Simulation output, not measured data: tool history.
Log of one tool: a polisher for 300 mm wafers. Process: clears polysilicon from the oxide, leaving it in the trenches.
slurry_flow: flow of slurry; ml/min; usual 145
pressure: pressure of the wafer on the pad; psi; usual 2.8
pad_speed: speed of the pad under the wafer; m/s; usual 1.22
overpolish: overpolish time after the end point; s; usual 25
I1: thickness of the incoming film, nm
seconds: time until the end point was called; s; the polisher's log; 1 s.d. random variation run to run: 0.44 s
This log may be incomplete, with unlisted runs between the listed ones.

run 1 day=0.000 | slurry_flow=145 pressure=2.4 pad_speed=1.22 overpolish=25 | I1=790.4 | seconds=53.0
run 2 day=1.408 | slurry_flow=145 pressure=2.8 pad_speed=1.22 overpolish=25 | I1=767.9 | seconds=45.3
run 3 day=1.983 | slurry_flow=145 pressure=2.8 pad_speed=1.22 overpolish=25 | I1=783.5 | seconds=45.2
run 4 day=2.850 | slurry_flow=145 pressure=2.8 pad_speed=1.22 overpolish=25 | I1=779.8 | seconds=45.5
run 5 day=4.088 | slurry_flow=145 pressure=2.0 pad_speed=1.22 overpolish=14 | I1=789.0 | seconds=64.8
run 6 day=5.300 | slurry_flow=145 pressure=2.0 pad_speed=1.22 overpolish=14 | I1=778.6 | seconds=65.3
-- day=7.038 worn pad replaced by a new one
run 7 day=7.058 | slurry_flow=145 pressure=2.0 pad_speed=1.22 overpolish=14 | I1=785.3 | seconds=63.7
-- day=7.675 slurry nozzle cleaned
run 8 day=8.300 | slurry_flow=145 pressure=3.5 pad_speed=1.22 overpolish=25 | I1=787.6 | seconds=36.9
run 9 day=8.942 | slurry_flow=145 pressure=3.5 pad_speed=1.22 overpolish=25 | I1=790.6 | seconds=37.0
run 10 day=10.388 | slurry_flow=145 pressure=3.5 pad_speed=1.22 overpolish=25 | I1=779.7 | seconds=36.3
run 11 day=11.175 | slurry_flow=145 pressure=2.8 pad_speed=1.22 overpolish=25 | I1=782.0 | seconds=45.9
run 12 day=11.904 | slurry_flow=145 pressure=2.8 pad_speed=1.22 overpolish=25 | I1=776.9 | seconds=46.1
run 13 day=13.296 | slurry_flow=145 pressure=2.8 pad_speed=1.46 overpolish=25 | I1=777.8 | seconds=39.7
run 14 day=14.175 | slurry_flow=115 pressure=2.8 pad_speed=1.22 overpolish=25 | I1=784.6 | seconds=48.2
run 15 day=15.396 | slurry_flow=145 pressure=2.8 pad_speed=1.22 overpolish=25 | I1=782.4 | seconds=46.6
-- day=15.779 worn pad replaced by a new one
run 16 day=16.621 | slurry_flow=145 pressure=2.4 pad_speed=1.46 overpolish=25 | I1=777.0 | seconds=44.8
run 17 day=17.196 | slurry_flow=145 pressure=2.8 pad_speed=1.62 overpolish=25 | I1=779.3 | seconds=35.4
run 18 day=18.658 | slurry_flow=185 pressure=2.4 pad_speed=1.02 overpolish=10 | I1=781.4 | seconds=60.4
run 19 day=19.783 | slurry_flow=190 pressure=3.8 pad_speed=1.56 overpolish=34 | I1=781.2 | seconds=25.9
run 20 day=20.596 | slurry_flow=190 pressure=1.9 pad_speed=1.58 overpolish=13 | I1=771.6 | seconds=51.9
run 21 day=21.612 | slurry_flow=145 pressure=2.8 pad_speed=1.22 overpolish=25 | I1=769.7 | seconds=45.9
-- day=22.804 head pressure recalibrated
run 22 day=23.021 | slurry_flow=185 pressure=3.4 pad_speed=0.96 overpolish=20 | I1=766.9 | seconds=45.3
run 23 day=23.562 | slurry_flow=145 pressure=2.8 pad_speed=1.42 overpolish=25 | I1=793.1 | seconds=40.9
-- day=24.608 worn pad replaced by a new one
run 24 day=24.629 | slurry_flow=145 pressure=2.8 pad_speed=1.62 overpolish=25 | I1=771.5 | seconds=33.1

What does the tool deliver on the next run?
run 25 day=25.729 | slurry_flow=145 pressure=2.8 pad_speed=1.22 overpolish=15 | I1=773.8 | seconds=?

{"run 25": {"seconds": 44.9}}
On a tool with no hidden condition, and with the same random variation, this run would have come out at seconds 43.9 s.
